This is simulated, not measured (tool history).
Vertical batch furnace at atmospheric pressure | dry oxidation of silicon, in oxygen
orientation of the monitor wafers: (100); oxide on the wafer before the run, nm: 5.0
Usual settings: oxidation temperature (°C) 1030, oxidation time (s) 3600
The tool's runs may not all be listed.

run	hour	oxidation temperature (°C)	oxidation time (s)	wafers since the last listed run	hours since the last temperature calibration	hours since the boat lift was adjusted	hours since the gauge calibration	read-back reference wafer on the same gauge, thickness	oxide thickness on the monitor wafer (nm)
1	0	1018	3600	0	3352.4	4374.8	49.9	63.8	62.16
2	9	1018	3600	134	3361.4	4383.8	58.9	63.79	62.16
3	17.6	1014	3600	128	3370	4392.4	67.5	63.76	59.74
4	27	1014	3600	140	3379.4	4401.8	76.9	63.78	59.93
5	38.7	1014	3600	175	3391.1	4413.5	88.6	63.79	59.8
6	48.9	1030	4590	152	3401.3	4423.7	98.8	63.76	80.82
7	56	1030	4590	106	3408.4	4430.8	105.9	63.8	80.97
8	64.7	1030	3600	130	3417.1	4439.5	114.6	63.8	69.37
# hour 92: thermocouples replaced and temperature profile calibrated
9	92.5	1030	3600	56	0.5	4467.3	142.4	63.83	69.14
10	96.5	1040	2910	59	4.5	4471.3	146.4	63.8	66.22
11	105.2	1040	2910	130	13.2	4480	155.1	63.8	65.93
12	122.3	1040	2910	256	30.3	4497.1	172.2	63.83	66.08
13	135.8	1009	4650	202	43.8	4510.6	185.7	63.82	67.39
14	147.6	1030	3600	176	55.6	4522.4	197.5	63.77	69.31
15	163.6	1016	3600	239	71.6	4538.4	213.5	63.8	61
# hour 170: gauge calibrated
# hour 194.7: boat lift adjusted
16	195.2	1020	4080	113	103.2	0.5	25.2	63.81	68.39
17	199.2	1042	1920	59	107.2	4.5	29.2	63.78	52.28
18	203.1	1020	4410	58	111.1	8.4	33.1	63.78	71.98
19	212.3	1040	2910	137	120.3	17.6	42.3	63.81	66.03
20	226.8	1050	4470	217	134.8	32.1	56.8	63.81	94.06
21	239.8	1012	4770	194	147.8	45.1	69.8	63.81	70.64
22	251.2	1021	3600	170	159.2	56.5	81.2	63.78	63.76
23	261.5	1030	2250	154	169.5	66.8	91.5	63.76	51.7
24	278.6	1049	2850	256	186.6	83.9	108.6	63.8	70.38

Forecast each of these 5 alternatives for the next run:
A	282.7	1030	1890	61	190.7	88	112.7	?	?
B	282.7	1037	2220	61	190.7	88	112.7	?	?
C	282.7	1049	2670	61	190.7	88	112.7	?	?
D	282.7	1018	5160	61	190.7	88	112.7	?	?
E	282.7	1030	2310	61	190.7	88	112.7	?	?

run	read-back reference wafer on the same gauge, thickness	oxide thickness on the monitor wafer (nm)
A	63.78	46.77
B	63.78	54.61
C	63.78	67.62
D	63.78	78.57
E	63.78	52.63
Without the tool's hidden state the same runs would have given:
run	oxide thickness on the monitor wafer (nm)
A	46.77
B	54.61
C	67.62
D	78.57
E	52.63

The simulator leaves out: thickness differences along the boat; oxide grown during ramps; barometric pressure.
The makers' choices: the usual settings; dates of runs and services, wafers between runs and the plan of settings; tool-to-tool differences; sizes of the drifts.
